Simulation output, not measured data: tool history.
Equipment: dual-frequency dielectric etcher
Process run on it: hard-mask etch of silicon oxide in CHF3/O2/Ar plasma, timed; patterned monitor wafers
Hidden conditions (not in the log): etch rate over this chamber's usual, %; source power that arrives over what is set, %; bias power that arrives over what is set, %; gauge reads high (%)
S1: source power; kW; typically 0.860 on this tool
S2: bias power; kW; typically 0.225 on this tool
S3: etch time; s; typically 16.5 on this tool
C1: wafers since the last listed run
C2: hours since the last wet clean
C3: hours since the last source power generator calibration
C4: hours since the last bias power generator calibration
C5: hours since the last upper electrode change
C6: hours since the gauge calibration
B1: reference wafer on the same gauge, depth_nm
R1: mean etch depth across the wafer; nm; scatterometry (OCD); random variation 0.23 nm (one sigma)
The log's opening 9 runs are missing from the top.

run	hour	S1	S2	S3	C1	C2	C3	C4	C5	C6	B1	R1
10	563.4	0.700	0.225	14.5	534	530.0	1455.3	4169.1	2663.8	644.6	38.97	32.76
# hour 604.6: bias power generator calibrated
11	626.0	0.860	0.225	21.5	1099	592.6	1517.9	21.4	2726.4	707.2	38.96	51.16
# hour 702.1: wet clean of the chamber
12	702.6	0.860	0.225	16.5	987	0.5	1594.5	98.0	2803.0	783.8	38.79	39.29
# hour 749.5: upper electrode replaced
13	750.0	0.750	0.178	15.0	439	47.9	1641.9	145.4	0.5	831.2	38.75	31.91
14	785.9	0.770	0.196	18.0	673	83.8	1677.8	181.3	36.4	867.1	38.70	39.74
15	832.8	1.030	0.202	16.5	880	130.7	1724.7	228.2	83.3	914.0	38.63	39.84
16	887.9	0.730	0.169	19.0	1034	185.8	1779.8	283.3	138.4	969.1	38.59	39.34
# hour 914.0: source power generator calibrated
17	959.8	0.860	0.225	12.5	1274	257.7	45.8	355.2	210.3	1041.0	38.44	29.53
18	983.9	0.860	0.225	16.5	452	281.8	69.9	379.3	234.4	1065.1	38.43	39.07
19	1045.6	0.960	0.182	12.0	1158	343.5	131.6	441.0	296.1	1126.8	38.36	27.05
# hour 1156.0: gauge calibrated
20	1182.1	1.080	0.172	13.0	2562	480.0	268.1	577.5	432.6	26.1	38.91	30.27
21	1239.6	0.860	0.225	16.5	1079	537.5	325.6	635.0	490.1	83.6	38.87	39.44
22	1279.8	0.860	0.225	16.5	754	577.7	365.8	675.2	530.3	123.8	38.79	38.85
23	1321.3	0.730	0.187	16.5	778	619.2	407.3	716.7	571.8	165.3	38.79	35.68
# hour 1422.9: wet clean of the chamber
24	1445.3	0.860	0.225	16.5	1877	22.4	531.3	840.7	695.8	289.3	38.73	38.94
25	1578.1	0.860	0.225	16.5	2492	155.2	664.1	973.5	828.6	422.1	38.81	38.96
26	1619.7	0.860	0.225	16.5	780	196.8	705.7	1015.1	870.2	463.7	38.77	39.22

Forecast run 27:
27	1643.7	0.930	0.225	13.5	450	220.8	729.7	1039.1	894.2	487.7	?	?

B1: 38.66
R1: 32.18 nm
Minus the tool's unlogged condition, the same run would have read R1 32.44 nm.
